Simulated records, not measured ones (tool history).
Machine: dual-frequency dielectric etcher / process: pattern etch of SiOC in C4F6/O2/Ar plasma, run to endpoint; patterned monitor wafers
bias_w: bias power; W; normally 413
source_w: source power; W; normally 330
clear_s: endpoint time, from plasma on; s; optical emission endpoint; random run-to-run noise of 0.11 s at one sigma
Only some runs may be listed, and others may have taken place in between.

run	hour	bias_w	source_w	incoming incoming film thickness, nm	clear_s
1	0.0	373	330	31.18	13.9
2	53.7	373	330	30.96	13.4
3	127.3	373	330	31.03	13.4
4	218.7	375	330	30.87	13.9
5	281.6	374	380	31.03	13.1
6	359.1	374	380	31.09	12.8
7	402.1	374	380	31.20	12.7
8	454.2	413	290	31.20	14.0
9	557.9	413	270	30.84	14.4
10	689.7	413	330	31.25	13.8
11	785.4	413	330	31.16	13.4
12	847.6	413	330	31.43	13.5
13	904.4	413	330	31.28	13.4
14	980.1	496	370	31.04	11.7
15	1044.9	413	330	31.00	13.0
16	1100.3	480	360	31.03	11.8
17	1174.0	358	330	31.10	14.3
18	1236.6	454	330	30.74	12.7
19	1320.8	413	330	30.93	13.4
20	1407.5	413	330	31.03	13.5
21	1463.4	489	350	31.22	12.1
22	1548.8	413	330	31.15	13.1
23	1621.9	443	300	31.16	13.2
24	1684.9	360	270	31.13	14.9
25	1726.7	317	280	31.00	15.9
26	1796.4	511	270	31.05	14.0
27	1834.4	413	390	31.02	12.5

Missing from the log above: 7 entries noted between runs. For each, name the pair of listed runs it sits between and say how the tool's hidden condition differs from the listed run just before to the listed run just after:
Logged between run 3 and run 4: wet clean of the chamber (hour 218.2)
  etch rate over this chamber's usual, %: 4.34 -> 0.744
  measured result minus the result with no hidden state, clear_s: -0.6 -> -0.1 s
Logged between run 9 and run 10: wet clean of the chamber (hour 651.4)
  etch rate over this chamber's usual, %: 4.32 -> 0.572
  measured result minus the result with no hidden state, clear_s: -0.6 -> -0.1 s
Logged between run 10 and run 11: source power generator calibrated (hour 700.8)
  etch rate over this chamber's usual, %: 0.572 -> 1.58
  measured result minus the result with no hidden state, clear_s: -0.1 -> -0.2 s
Logged between run 13 and run 14: bias power generator calibrated (hour 941.1)
  etch rate over this chamber's usual, %: 2.84 -> 3.63
  measured result minus the result with no hidden state, clear_s: -0.3 -> -0.4 s
Logged between run 16 and run 17: wet clean of the chamber (hour 1173.5)
  etch rate over this chamber's usual, %: 4.9 -> -0.169
  measured result minus the result with no hidden state, clear_s: -0.5 -> +0.0 s
Logged between run 19 and run 20: upper electrode replaced (hour 1407.0)
  etch rate over this chamber's usual, %: 1.38 -> 2.29
  measured result minus the result with no hidden state, clear_s: -0.2 -> -0.3 s
Logged between run 24 and run 25: wet clean of the chamber (hour 1722.2)
  etch rate over this chamber's usual, %: 5.22 -> -0.189
  measured result minus the result with no hidden state, clear_s: -0.8 -> +0.0 s
